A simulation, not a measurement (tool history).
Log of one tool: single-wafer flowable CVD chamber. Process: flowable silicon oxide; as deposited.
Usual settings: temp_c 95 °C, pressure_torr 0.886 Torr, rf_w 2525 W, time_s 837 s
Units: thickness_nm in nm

| run | day | temp_c | pressure_torr | rf_w | time_s | wafers since the last listed run | hours since the last thermocouple change | hours since the last RF generator calibration | hours since the last manometer calibration | hours since the showerhead was replaced | hours since the gauge calibration | read-back reference wafer on the same gauge, thickness_nm | thickness_nm |
|---|---|---|---|---|---|---|---|---|---|---|---|---|---|
| 1 | 0 | 95 | 0.886 | 2630 | 837 | 0 | 1688.1 | 1150.3 | 583.1 | 7453.1 | 274.2 | 631.159 | 686.788 |
| 2 | 2.346 | 95 | 0.886 | 2525 | 733 | 124 | 1744.4 | 1206.6 | 639.4 | 7509.4 | 330.5 | 631.068 | 597.889 |
| 3 | 4.917 | 95 | 0.886 | 2525 | 733 | 136 | 1806.1 | 1268.3 | 701.1 | 7571.1 | 392.2 | 631.049 | 594.931 |
| 4 | 6.35 | 95 | 0.886 | 2525 | 733 | 76 | 1840.5 | 1302.7 | 735.5 | 7605.5 | 426.6 | 631.624 | 596.699 |
| 5 | 8.088 | 95 | 0.886 | 2525 | 837 | 92 | 1882.2 | 1344.4 | 777.2 | 7647.2 | 468.3 | 630.907 | 674.599 |
| 6 | 10.588 | 95 | 0.886 | 2525 | 837 | 133 | 1942.2 | 1404.4 | 837.2 | 7707.2 | 528.3 | 631.412 | 681.652 |
| 7 | 13.275 | 95 | 0.886 | 2525 | 837 | 143 | 2006.7 | 1468.9 | 901.7 | 7771.7 | 592.8 | 631.078 | 675.5 |
| 8 | 15.125 | 95 | 0.886 | 2525 | 837 | 98 | 2051.1 | 1513.3 | 946.1 | 7816.1 | 637.2 | 630.461 | 678.71 |
| 9 | 18.1 | 95 | 0.886 | 2525 | 837 | 158 | 2122.5 | 1584.7 | 1017.5 | 7887.5 | 708.6 | 631.173 | 677.493 |
| 10 | 20.929 | 95 | 0.886 | 2525 | 837 | 150 | 2190.4 | 1652.6 | 1085.4 | 7955.4 | 776.5 | 630.222 | 679.884 |
|  | 23.383 | gauge calibrated |
|  | 23.421 | showerhead replaced |
| 11 | 23.817 | 95 | 0.886 | 2525 | 905 | 136 | 2259.7 | 1721.9 | 1154.7 | 9.5 | 10.4 | 630.624 | 730.935 |
|  | 25.008 | RF generator calibrated |
| 12 | 25.212 | 95 | 0.886 | 2525 | 905 | 56 | 2293.2 | 4.9 | 1188.2 | 43 | 43.9 | 631.089 | 735.462 |
| 13 | 28.117 | 95 | 0.886 | 2525 | 780 | 154 | 2362.9 | 74.6 | 1257.9 | 112.7 | 113.6 | 631.153 | 631.294 |
| 14 | 30.296 | 95 | 0.703 | 2525 | 992 | 116 | 2415.2 | 126.9 | 1310.2 | 165 | 165.9 | 630.391 | 667.685 |
| 15 | 33.046 | 95 | 0.886 | 2525 | 837 | 146 | 2481.2 | 192.9 | 1376.2 | 231 | 231.9 | 631.345 | 676.956 |
| 16 | 34.9 | 87 | 0.886 | 2260 | 837 | 98 | 2525.7 | 237.4 | 1420.7 | 275.5 | 276.4 | 631.03 | 872.665 |
| 17 | 37.475 | 95 | 0.886 | 2525 | 837 | 137 | 2587.5 | 299.2 | 1482.5 | 337.3 | 338.2 | 630.806 | 678.242 |
| 18 | 40.083 | 101 | 0.886 | 2960 | 837 | 138 | 2650.1 | 361.8 | 1545.1 | 399.9 | 400.8 | 630.887 | 564.762 |
|  | 41.1 | capacitance manometer re-zeroed and calibrated |
| 19 | 43.012 | 95 | 0.886 | 2525 | 733 | 138 | 2720.4 | 432.1 | 45.9 | 470.2 | 471.1 | 631.03 | 595.128 |
|  | 43.912 | thermocouple changed; heater temperature recalibrated |
| 20 | 45.238 | 84 | 1.073 | 2525 | 763 | 100 | 31.8 | 485.5 | 99.3 | 523.6 | 524.5 | 631.223 | 1036.273 |
| 21 | 46.638 | 88 | 0.886 | 2525 | 837 | 74 | 65.4 | 519.1 | 132.9 | 557.2 | 558.1 | 631.185 | 854.145 |
| 22 | 49.496 | 95 | 0.886 | 2525 | 741 | 152 | 134 | 587.7 | 201.5 | 625.8 | 626.7 | 631.276 | 600.041 |
| 23 | 51.408 | 82 | 0.886 | 2840 | 837 | 101 | 179.9 | 633.6 | 247.4 | 671.7 | 672.6 | 630.872 | 1051.105 |
|  | 53.321 | gauge calibrated |
| 24 | 53.508 | 102 | 0.67 | 2925 | 955 | 111 | 230.3 | 684 | 297.8 | 722.1 | 4.5 | 630.418 | 494.169 |
| 25 | 55.375 | 95 | 1.026 | 2255 | 837 | 99 | 275.1 | 728.8 | 342.6 | 766.9 | 49.3 | 631.12 | 746.637 |
| 26 | 56.992 | 91 | 1.019 | 2135 | 932 | 86 | 313.9 | 767.6 | 381.4 | 805.7 | 88.1 | 631.755 | 946.901 |
| 27 | 58.725 | 83 | 0.886 | 2030 | 733 | 92 | 355.5 | 809.2 | 423 | 847.3 | 129.7 | 631.128 | 838.223 |

How the hidden state differs across the entries between the runs, from the last listed run before each to the first after it:
Between runs 10 and 11: gauge calibrated (day 23.383); showerhead replaced (day 23.421)
  no hidden state differs between the two runs
Between runs 11 and 12: RF generator calibrated (day 25.008)
  no hidden state differs between the two runs
Between runs 18 and 19: capacitance manometer re-zeroed and calibrated (day 41.1)
  no hidden state differs between the two runs
Between runs 19 and 20: thermocouple changed; heater temperature recalibrated (day 43.912)
  no hidden state differs between the two runs
Between runs 23 and 24: gauge calibrated (day 53.321)
  no hidden state differs between the two runs
